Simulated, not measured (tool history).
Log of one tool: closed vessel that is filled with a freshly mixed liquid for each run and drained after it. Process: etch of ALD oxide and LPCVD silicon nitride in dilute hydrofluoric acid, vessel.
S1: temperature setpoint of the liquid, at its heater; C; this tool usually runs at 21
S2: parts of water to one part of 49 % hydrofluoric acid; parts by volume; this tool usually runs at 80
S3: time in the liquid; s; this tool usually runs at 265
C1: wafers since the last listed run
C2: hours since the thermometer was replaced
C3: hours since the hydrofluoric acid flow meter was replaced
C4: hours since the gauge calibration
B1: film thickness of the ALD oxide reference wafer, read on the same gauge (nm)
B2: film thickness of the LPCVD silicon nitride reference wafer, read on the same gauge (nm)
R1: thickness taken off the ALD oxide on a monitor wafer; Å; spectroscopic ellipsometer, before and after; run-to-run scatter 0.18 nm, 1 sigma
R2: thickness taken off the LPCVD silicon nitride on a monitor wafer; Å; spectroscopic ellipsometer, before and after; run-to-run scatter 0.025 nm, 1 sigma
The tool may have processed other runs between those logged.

{"run": 1, "hour": 0.0, "S1": 21, "S2": 80, "S3": 265, "C1": 0, "C2": 516.4, "C3": 1468.5, "C4": 326.8, "B1": 109.97, "B2": 119.975, "R1": 298.9, "R2": 10.22}
{"run": 2, "hour": 15.1, "S1": 21, "S2": 80, "S3": 265, "C1": 1378, "C2": 531.5, "C3": 1483.6, "C4": 341.9, "B1": 109.99, "B2": 120.042, "R1": 296.9, "R2": 10.35}
{"hour": 27.6, "done": "hydrofluoric acid flow meter replaced"}
{"run": 3, "hour": 29.1, "S1": 21, "S2": 80, "S3": 265, "C1": 1187, "C2": 545.5, "C3": 1.5, "C4": 355.9, "B1": 110, "B2": 120.012, "R1": 334.7, "R2": 11.26}
{"run": 4, "hour": 39.5, "S1": 21, "S2": 50, "S3": 265, "C1": 949, "C2": 555.9, "C3": 11.9, "C4": 366.3, "B1": 110.03, "B2": 119.999, "R1": 556.4, "R2": 18.12}
{"run": 5, "hour": 54.4, "S1": 21, "S2": 50, "S3": 265, "C1": 1360, "C2": 570.8, "C3": 26.8, "C4": 381.2, "B1": 110, "B2": 120.012, "R1": 555.7, "R2": 17.82}
{"hour": 63.3, "done": "gauge calibrated"}
{"run": 6, "hour": 65.8, "S1": 21, "S2": 80, "S3": 305, "C1": 1040, "C2": 582.2, "C3": 38.2, "C4": 2.5, "B1": 109.98, "B2": 120.002, "R1": 383.5, "R2": 13.61}
{"hour": 80.1, "done": "thermometer replaced"}
{"run": 7, "hour": 82.9, "S1": 21, "S2": 80, "S3": 305, "C1": 1470, "C2": 2.8, "C3": 55.3, "C4": 19.6, "B1": 110.01, "B2": 119.977, "R1": 385, "R2": 12.94}
{"run": 8, "hour": 97.0, "S1": 21, "S2": 80, "S3": 305, "C1": 1287, "C2": 16.9, "C3": 69.4, "C4": 33.7, "B1": 109.99, "B2": 119.975, "R1": 384.1, "R2": 12.99}
{"run": 9, "hour": 107.4, "S1": 21, "S2": 65, "S3": 315, "C1": 949, "C2": 27.3, "C3": 79.8, "C4": 44.1, "B1": 110.04, "B2": 120.018, "R1": 492.3, "R2": 16.43}
{"run": 10, "hour": 120.5, "S1": 19, "S2": 80, "S3": 405, "C1": 1196, "C2": 40.4, "C3": 92.9, "C4": 57.2, "B1": 110, "B2": 119.978, "R1": 467.1, "R2": 15.41}
{"run": 11, "hour": 134.3, "S1": 21, "S2": 80, "S3": 265, "C1": 1260, "C2": 54.2, "C3": 106.7, "C4": 71, "B1": 110.01, "B2": 119.986, "R1": 328.9, "R2": 11.33}
{"run": 12, "hour": 145.8, "S1": 21, "S2": 115, "S3": 265, "C1": 1050, "C2": 65.7, "C3": 118.2, "C4": 82.5, "B1": 110.03, "B2": 119.985, "R1": 221.1, "R2": 7.91}
{"run": 13, "hour": 155.0, "S1": 17.5, "S2": 45, "S3": 340, "C1": 840, "C2": 74.9, "C3": 127.4, "C4": 91.7, "B1": 110, "B2": 120.02, "R1": 676.5, "R2": 19.24}
{"run": 14, "hour": 161.8, "S1": 25, "S2": 100, "S3": 325, "C1": 620, "C2": 81.7, "C3": 134.2, "C4": 98.5, "B1": 110, "B2": 119.983, "R1": 372.6, "R2": 14.72}
{"run": 15, "hour": 169.6, "S1": 23.5, "S2": 90, "S3": 200, "C1": 712, "C2": 89.5, "C3": 142, "C4": 106.3, "B1": 110, "B2": 119.993, "R1": 243.9, "R2": 8.73}
{"run": 16, "hour": 177.3, "S1": 21, "S2": 80, "S3": 265, "C1": 703, "C2": 97.2, "C3": 149.7, "C4": 114, "B1": 109.98, "B2": 119.998, "R1": 331.5, "R2": 11.46}
{"run": 17, "hour": 192.3, "S1": 24, "S2": 70, "S3": 345, "C1": 1369, "C2": 112.2, "C3": 164.7, "C4": 129, "B1": 109.99, "B2": 119.981, "R1": 561.6, "R2": 20.31}
{"run": 18, "hour": 207.2, "S1": 19.5, "S2": 80, "S3": 265, "C1": 1360, "C2": 127.1, "C3": 179.6, "C4": 143.9, "B1": 110.01, "B2": 120.018, "R1": 308.2, "R2": 10.21}
{"run": 19, "hour": 217.1, "S1": 21, "S2": 105, "S3": 265, "C1": 904, "C2": 137, "C3": 189.5, "C4": 153.8, "B1": 109.99, "B2": 119.985, "R1": 242.1, "R2": 8.82}
{"run": 20, "hour": 225.7, "S1": 21, "S2": 80, "S3": 265, "C1": 785, "C2": 145.6, "C3": 198.1, "C4": 162.4, "B1": 109.99, "B2": 120.002, "R1": 329.6, "R2": 11.32}
{"run": 21, "hour": 233.0, "S1": 18.5, "S2": 80, "S3": 265, "C1": 666, "C2": 152.9, "C3": 205.4, "C4": 169.7, "B1": 110.01, "B2": 120.01, "R1": 297.3, "R2": 9.49}
{"run": 22, "hour": 250.9, "S1": 19, "S2": 80, "S3": 405, "C1": 1634, "C2": 170.8, "C3": 223.3, "C4": 187.6, "B1": 109.97, "B2": 120.002, "R1": 460.4, "R2": 14.84}
{"run": 23, "hour": 261.5, "S1": 24.5, "S2": 80, "S3": 265, "C1": 967, "C2": 181.4, "C3": 233.9, "C4": 198.2, "B1": 110, "B2": 120.01, "R1": 378.1, "R2": 14.18}
{"run": 24, "hour": 278.8, "S1": 21, "S2": 80, "S3": 265, "C1": 1579, "C2": 198.7, "C3": 251.2, "C4": 215.5, "B1": 109.98, "B2": 119.989, "R1": 329.1, "R2": 11.02}

What will run 25 give?
{"run": 25, "hour": 289.0, "S1": 21, "S2": 80, "S3": 265, "C1": 931, "C2": 208.9, "C3": 261.4, "C4": 225.7, "B1": "?", "B2": "?", "R1": "?", "R2": "?"}

B1: 109.98
B2: 119.975
R1: 324.9 Å
R2: 11.06 Å
On a tool with no hidden condition, and with the same random variation, this run would have come out at R1 344.4 Å, R2 11.64 Å.
